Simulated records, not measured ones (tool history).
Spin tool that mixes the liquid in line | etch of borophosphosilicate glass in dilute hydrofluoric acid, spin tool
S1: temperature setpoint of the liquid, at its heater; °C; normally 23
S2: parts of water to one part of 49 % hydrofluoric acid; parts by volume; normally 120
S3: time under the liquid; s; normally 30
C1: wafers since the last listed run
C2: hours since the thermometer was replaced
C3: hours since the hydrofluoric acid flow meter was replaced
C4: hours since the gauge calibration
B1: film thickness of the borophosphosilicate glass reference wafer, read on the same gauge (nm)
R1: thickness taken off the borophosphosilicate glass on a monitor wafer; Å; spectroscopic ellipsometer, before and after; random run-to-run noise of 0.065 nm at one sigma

{"run": 1, "hour": 0.0, "S1": 23, "S2": 120, "S3": 30, "C1": 0, "C2": 683.1, "C3": 869.1, "C4": 10.5, "B1": 110.02, "R1": 126.4}
{"run": 2, "hour": 9.4, "S1": 23, "S2": 120, "S3": 30, "C1": 106, "C2": 692.5, "C3": 878.5, "C4": 19.9, "B1": 110.01, "R1": 125.1}
{"run": 3, "hour": 21.8, "S1": 23, "S2": 120, "S3": 30, "C1": 141, "C2": 704.9, "C3": 890.9, "C4": 32.3, "B1": 110.02, "R1": 125.2}
{"run": 4, "hour": 29.7, "S1": 23, "S2": 120, "S3": 30, "C1": 89, "C2": 712.8, "C3": 898.8, "C4": 40.2, "B1": 110, "R1": 126.7}
{"run": 5, "hour": 40.6, "S1": 23, "S2": 120, "S3": 30, "C1": 123, "C2": 723.7, "C3": 909.7, "C4": 51.1, "B1": 110.01, "R1": 125.9}
{"run": 6, "hour": 53.1, "S1": 23, "S2": 80, "S3": 20, "C1": 142, "C2": 736.2, "C3": 922.2, "C4": 63.6, "B1": 110.02, "R1": 132.8}
{"run": 7, "hour": 60.0, "S1": 23, "S2": 100, "S3": 30, "C1": 78, "C2": 743.1, "C3": 929.1, "C4": 70.5, "B1": 109.97, "R1": 155}
{"run": 8, "hour": 67.1, "S1": 23, "S2": 100, "S3": 30, "C1": 80, "C2": 750.2, "C3": 936.2, "C4": 77.6, "B1": 109.98, "R1": 153.4}
{"run": 9, "hour": 78.4, "S1": 23, "S2": 120, "S3": 30, "C1": 128, "C2": 761.5, "C3": 947.5, "C4": 88.9, "B1": 110.01, "R1": 124.8}
{"run": 10, "hour": 96.2, "S1": 23, "S2": 120, "S3": 30, "C1": 202, "C2": 779.3, "C3": 965.3, "C4": 106.7, "B1": 110.05, "R1": 125.5}
{"run": 11, "hour": 104.7, "S1": 23, "S2": 120, "S3": 30, "C1": 96, "C2": 787.8, "C3": 973.8, "C4": 115.2, "B1": 109.99, "R1": 125}
{"run": 12, "hour": 117.4, "S1": 19, "S2": 120, "S3": 30, "C1": 144, "C2": 800.5, "C3": 986.5, "C4": 127.9, "B1": 110.02, "R1": 106.9}
{"run": 13, "hour": 134.9, "S1": 19, "S2": 120, "S3": 30, "C1": 199, "C2": 818, "C3": 1004, "C4": 145.4, "B1": 110.03, "R1": 105.9}
{"run": 14, "hour": 141.0, "S1": 23, "S2": 120, "S3": 30, "C1": 69, "C2": 824.1, "C3": 1010.1, "C4": 151.5, "B1": 110.01, "R1": 124.2}
{"run": 15, "hour": 158.0, "S1": 18.5, "S2": 95, "S3": 15, "C1": 193, "C2": 841.1, "C3": 1027.1, "C4": 168.5, "B1": 110, "R1": 67.4}
{"hour": 163.4, "done": "hydrofluoric acid flow meter replaced"}
{"hour": 166.2, "done": "thermometer replaced"}
{"run": 16, "hour": 175.9, "S1": 23, "S2": 120, "S3": 30, "C1": 180, "C2": 9.7, "C3": 12.5, "C4": 186.4, "B1": 109.99, "R1": 139.7}
{"run": 17, "hour": 193.1, "S1": 27, "S2": 75, "S3": 20, "C1": 195, "C2": 26.9, "C3": 29.7, "C4": 203.6, "B1": 110.03, "R1": 183.8}
{"run": 18, "hour": 209.4, "S1": 27.5, "S2": 160, "S3": 30, "C1": 185, "C2": 43.2, "C3": 46, "C4": 219.9, "B1": 110, "R1": 118.5}
{"run": 19, "hour": 215.7, "S1": 19, "S2": 120, "S3": 35, "C1": 71, "C2": 49.5, "C3": 52.3, "C4": 226.2, "B1": 110, "R1": 138.8}
{"hour": 227.0, "done": "gauge calibrated"}
{"run": 20, "hour": 260.0, "S1": 23, "S2": 120, "S3": 30, "C1": 503, "C2": 93.8, "C3": 96.6, "C4": 33, "B1": 109.97, "R1": 137.9}
{"run": 21, "hour": 273.6, "S1": 25.5, "S2": 175, "S3": 20, "C1": 154, "C2": 107.4, "C3": 110.2, "C4": 46.6, "B1": 109.97, "R1": 65.6}
{"run": 22, "hour": 287.5, "S1": 23, "S2": 120, "S3": 15, "C1": 158, "C2": 121.3, "C3": 124.1, "C4": 60.5, "B1": 110.01, "R1": 68.8}
{"run": 23, "hour": 304.1, "S1": 23, "S2": 120, "S3": 30, "C1": 188, "C2": 137.9, "C3": 140.7, "C4": 77.1, "B1": 110, "R1": 137.9}
{"run": 24, "hour": 318.4, "S1": 25, "S2": 145, "S3": 50, "C1": 162, "C2": 152.2, "C3": 155, "C4": 91.4, "B1": 110.01, "R1": 198}
{"run": 25, "hour": 332.7, "S1": 23, "S2": 65, "S3": 30, "C1": 162, "C2": 166.5, "C3": 169.3, "C4": 105.7, "B1": 110.01, "R1": 273.4}
{"run": 26, "hour": 345.3, "S1": 23, "S2": 120, "S3": 30, "C1": 143, "C2": 179.1, "C3": 181.9, "C4": 118.3, "B1": 110.01, "R1": 137.2}
{"run": 27, "hour": 358.3, "S1": 23, "S2": 120, "S3": 30, "C1": 147, "C2": 192.1, "C3": 194.9, "C4": 131.3, "B1": 109.99, "R1": 136.8}

Per-run results on a tool with no hidden state, each run keeping its own random variation:
The hidden state here: liquid hotter than its thermometer reads (K); hydrofluoric acid flow below the setpoint (%); gauge reads high (%).
run=1 R1=140.3
run=2 R1=139
run=3 R1=139.3
run=4 R1=141.1
run=5 R1=140.3
run=6 R1=147.6
run=7 R1=172.8
run=8 R1=171.1
run=9 R1=139.7
run=10 R1=140.8
run=11 R1=140.4
run=12 R1=120
run=13 R1=119.2
run=14 R1=140
run=15 R1=75.8
run=16 R1=140.4
run=17 R1=185
run=18 R1=119.6
run=19 R1=140
run=20 R1=139.8
run=21 R1=66.7
run=22 R1=70
run=23 R1=140.4
run=24 R1=202
run=25 R1=278.9
run=26 R1=140.3
run=27 R1=140.1

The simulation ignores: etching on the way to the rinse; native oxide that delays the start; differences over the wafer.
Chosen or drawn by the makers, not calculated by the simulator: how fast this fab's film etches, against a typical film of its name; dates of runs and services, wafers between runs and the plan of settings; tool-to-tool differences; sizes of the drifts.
